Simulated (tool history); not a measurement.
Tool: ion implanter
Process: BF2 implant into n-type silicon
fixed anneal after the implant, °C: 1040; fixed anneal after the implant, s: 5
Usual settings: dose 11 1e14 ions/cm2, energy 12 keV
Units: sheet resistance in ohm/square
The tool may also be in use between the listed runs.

run   hour   dose  energy  read-back reference wafer on the same gauge, sheet resistance  sheet resistance
  1      0     11      12                                                         217.02            233.85
  2   24.6     11      12                                                         217.07            234.61
  3   61.3     11      12                                                         216.93            233.02
  4   91.3    8.6      12                                                         217.13             251.7
  5  118.2    8.6      12                                                         216.99            250.77
  6  258.6    8.6      12                                                         216.89            252.48
  7  295.8     11      12                                                         216.87            235.55
  8  352.9  13.56      12                                                         217.01            224.05
     441.8  -- Faraday cup replaced and dose calibrated
     466.7  -- gauge calibrated
  9  468.3     11    15.5                                                         216.97            207.87
 10  522.9     11      12                                                            217            231.37
     663.9  -- extraction supply calibrated
 11  687.4  10.04     9.5                                                         217.07             258.8
 12  751.4     11      12                                                         216.94            231.44
 13  791.1     11    15.5                                                         216.91            208.22
 14  829.9   7.72      14                                                         216.94            244.72
 15  866.3   9.01      16                                                         217.01            218.39
 16  930.1  11.84    15.5                                                         216.99            205.69

5 ways to go on from here, each from the tool as it stands after run 16. What would each give?
  A  930.5     11      12                                                              ?                 ?
  B  930.5   8.19      12                                                              ?                 ?
  C  930.5   8.88       9                                                              ?                 ?
  D  930.5     11    10.5                                                              ?                 ?
  E  930.5  12.12    13.5                                                              ?                 ?

run  read-back reference wafer on the same gauge, sheet resistance  sheet resistance
  A                                                         217.05            232.36
  B                                                         217.05            253.66
  C                                                         217.05            275.73
  D                                                         217.05            244.52
  E                                                         217.05            216.67
Without the tool's hidden state the same runs would have given:
run  sheet resistance
  A             231.5
  B            252.33
  C            274.33
  D            243.59
  E            215.96

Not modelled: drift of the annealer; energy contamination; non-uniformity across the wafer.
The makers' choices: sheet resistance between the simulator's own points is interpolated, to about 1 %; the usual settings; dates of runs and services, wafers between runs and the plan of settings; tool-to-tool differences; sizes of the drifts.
